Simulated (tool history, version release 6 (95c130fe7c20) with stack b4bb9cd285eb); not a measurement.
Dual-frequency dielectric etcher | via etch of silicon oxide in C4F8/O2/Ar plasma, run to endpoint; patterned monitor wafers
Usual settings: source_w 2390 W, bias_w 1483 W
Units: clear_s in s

run	hour	source_w	bias_w	incoming incoming film thickness, nm	clear_s
1	0	2170	1721	1269.8	262.8
2	83.9	2660	1483	1263.1	251
# hour 142.7: wet clean of the chamber
3	163.3	2840	1483	1271.7	239.4
4	234.5	2550	1220	1269.6	260.1
5	331.2	2390	1483	1272	259.6
6	423.9	2390	1483	1269.2	258.9
# hour 511.8: wet clean of the chamber
7	515	2390	1483	1271.5	252.4
8	581.3	2390	1318	1271.1	261.2
# hour 633.4: bias power generator calibrated
# hour 688: upper electrode replaced
9	688.5	2390	1483	1271.9	256.5
# hour 693.8: source power generator calibrated
10	752.2	2050	1483	1274.4	282.7
11	827.7	2000	1385	1273.8	290.5
12	913.7	2840	1483	1277.3	253.2
# hour 947.5: wet clean of the chamber
13	956.7	2000	1385	1268.8	282.5
14	1060.5	2760	1666	1264.7	239.5
15	1158.1	2670	1483	1250.7	249.4
16	1255.7	2540	1241	1268.1	269.6

Measured less the same run without the tool's hidden state. The same run-to-run variation is in both; the gauge's scatter may not be:
The hidden state here: etch rate over this chamber's usual, %; source power that arrives over what is set, %; bias power that arrives over what is set, %.
run	clear_s
1	+2.3
2	+3.9
3	-4
4	-2.9
5	-0.8
6	+1.1
7	-6.2
8	-5
9	-2.8
10	+5.9
11	+8
12	+9.1
13	+0
14	+2.3
15	+4.6
16	+7.3

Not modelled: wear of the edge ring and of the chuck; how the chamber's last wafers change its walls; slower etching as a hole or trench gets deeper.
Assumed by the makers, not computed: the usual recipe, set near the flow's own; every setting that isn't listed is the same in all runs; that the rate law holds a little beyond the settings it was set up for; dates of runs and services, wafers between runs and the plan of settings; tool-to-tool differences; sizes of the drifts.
